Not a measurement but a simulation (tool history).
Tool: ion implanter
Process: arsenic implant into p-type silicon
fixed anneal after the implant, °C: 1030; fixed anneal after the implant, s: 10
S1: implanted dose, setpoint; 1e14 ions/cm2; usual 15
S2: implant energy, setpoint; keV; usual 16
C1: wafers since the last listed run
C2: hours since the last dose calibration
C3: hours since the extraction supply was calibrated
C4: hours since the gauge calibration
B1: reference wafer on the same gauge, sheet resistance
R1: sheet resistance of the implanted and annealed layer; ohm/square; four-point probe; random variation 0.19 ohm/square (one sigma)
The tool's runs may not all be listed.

run	hour	S1	S2	C1	C2	C3	C4	B1	R1
1	0	15	16	0	1477.2	2820.2	207.7	139.28	126.04
2	17.3	15	16	390	1494.5	2837.5	225	139.35	125.92
3	49.2	15	16	719	1526.4	2869.4	256.9	139.47	126.44
4	147.6	15	16	2218	1624.8	2967.8	355.3	139.74	126.6
5	180.8	17.7	14.5	748	1658	3001	388.5	139.86	124.86
6	197.7	17.7	14.5	381	1674.9	3017.9	405.4	139.74	124.28
7	223.5	15	16	581	1700.7	3043.7	431.2	139.93	127.12
# hour 236.2: extraction supply calibrated
8	245.2	15	16	308	1722.4	9	452.9	140	126.51
9	264	13.33	11.5	423	1741.2	27.8	471.7	140.15	141.23
10	287	11.83	17.5	518	1764.2	50.8	494.7	140.21	134.94
11	310.8	12.68	12.5	536	1788	74.6	518.5	140.17	141.44
12	325.6	17.06	18	333	1802.8	89.4	533.3	140.27	118.99
# hour 355.3: Faraday cup replaced and dose calibrated
13	357.2	10.91	11	532	1.9	121	564.9	140.47	153.5
# hour 360.4: gauge calibrated
14	408	15	16	1145	52.7	171.8	47.6	138.87	126
15	440.6	10.99	11	734	85.3	204.4	80.2	138.86	151.32
16	469.6	15	16	653	114.3	233.4	109.2	138.91	125.98
17	489.7	15	16	453	134.4	253.5	129.3	138.93	125.96
18	515.2	10.77	18	574	159.9	279	154.8	138.95	138.65
19	575.5	17.1	21	1359	220.2	339.3	215.1	138.97	112.04

Forecast each of these 5 alternatives for the next run:
A	575.9	15	18.5	9	220.6	339.7	215.5	?	?
B	575.9	16.51	17.5	9	220.6	339.7	215.5	?	?
C	575.9	15	20.5	9	220.6	339.7	215.5	?	?
D	575.9	13.16	11.5	9	220.6	339.7	215.5	?	?
E	575.9	11.9	14.5	9	220.6	339.7	215.5	?	?

run	B1	R1
A	138.9	121.25
B	138.9	120
C	138.9	117.68
D	138.9	140.88
E	138.9	139.46
Without the tool's hidden state the same runs would have given:
run	R1
A	121.29
B	120.04
C	117.72
D	140.93
E	139.5

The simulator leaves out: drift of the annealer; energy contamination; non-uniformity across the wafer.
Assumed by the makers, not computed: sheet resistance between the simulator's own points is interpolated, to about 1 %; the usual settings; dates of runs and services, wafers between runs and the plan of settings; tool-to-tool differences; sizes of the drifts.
